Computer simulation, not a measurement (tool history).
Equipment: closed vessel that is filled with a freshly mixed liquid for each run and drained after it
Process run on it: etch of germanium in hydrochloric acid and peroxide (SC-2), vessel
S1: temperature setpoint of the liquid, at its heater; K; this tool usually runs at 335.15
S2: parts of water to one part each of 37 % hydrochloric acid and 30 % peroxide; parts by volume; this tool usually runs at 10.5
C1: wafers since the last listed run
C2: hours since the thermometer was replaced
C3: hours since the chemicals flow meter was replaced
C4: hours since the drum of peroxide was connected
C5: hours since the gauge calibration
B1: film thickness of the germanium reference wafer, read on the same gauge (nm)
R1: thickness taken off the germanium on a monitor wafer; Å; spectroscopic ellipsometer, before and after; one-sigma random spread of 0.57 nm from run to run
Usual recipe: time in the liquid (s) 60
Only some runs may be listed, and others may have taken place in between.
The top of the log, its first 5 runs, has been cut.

run 6 hour=51.6 | S1=335.15 S2=10.5 time_in_the_liquid_(s)=45 | C1=1173 C2=1413.7 C3=1556.7 C4=324.9 C5=228.8 | B1=150.04 | R1=1943.5
run 7 hour=60.6 | S1=335.15 S2=10.5 time_in_the_liquid_(s)=60 | C1=851 C2=1422.7 C3=1565.7 C4=333.9 C5=237.8 | B1=150.01 | R1=2586.4
run 8 hour=73.7 | S1=335.15 S2=10.5 time_in_the_liquid_(s)=60 | C1=1239 C2=1435.8 C3=1578.8 C4=347 C5=250.9 | B1=150.03 | R1=2589.9
run 9 hour=87.4 | S1=335.15 S2=10.5 time_in_the_liquid_(s)=60 | C1=1295 C2=1449.5 C3=1592.5 C4=360.7 C5=264.6 | B1=149.99 | R1=2579.2
run 10 hour=96.1 | S1=335.15 S2=9 time_in_the_liquid_(s)=60 | C1=823 C2=1458.2 C3=1601.2 C4=369.4 C5=273.3 | B1=149.98 | R1=2626.7
run 11 hour=112.2 | S1=335.15 S2=10.5 time_in_the_liquid_(s)=60 | C1=1523 C2=1474.3 C3=1617.3 C4=385.5 C5=289.4 | B1=149.94 | R1=2583.7
run 12 hour=124.2 | S1=338.65 S2=10.5 time_in_the_liquid_(s)=60 | C1=1135 C2=1486.3 C3=1629.3 C4=397.5 C5=301.4 | B1=150.04 | R1=2840.5
-- hour=125.7 chemicals flow meter replaced
run 13 hour=135.3 | S1=335.15 S2=10.5 time_in_the_liquid_(s)=60 | C1=955 C2=1497.4 C3=9.6 C4=408.6 C5=312.5 | B1=150.03 | R1=2575.4
run 14 hour=146.2 | S1=335.15 S2=10.5 time_in_the_liquid_(s)=60 | C1=1031 C2=1508.3 C3=20.5 C4=419.5 C5=323.4 | B1=149.97 | R1=2583.6
run 15 hour=154.9 | S1=335.15 S2=10.5 time_in_the_liquid_(s)=60 | C1=823 C2=1517 C3=29.2 C4=428.2 C5=332.1 | B1=150.02 | R1=2577.9

For run 16, what comes out?
run 16 hour=164.7 | S1=326.15 S2=10.5 time_in_the_liquid_(s)=75 | C1=927 C2=1526.8 C3=39 C4=438 C5=341.9 | B1=? | R1=?

Run 16 came out at B1 150.02, R1 2438.5 Å.
With the hidden condition absent and the run-to-run variation left alone, this run would have shown R1 2727 Å.
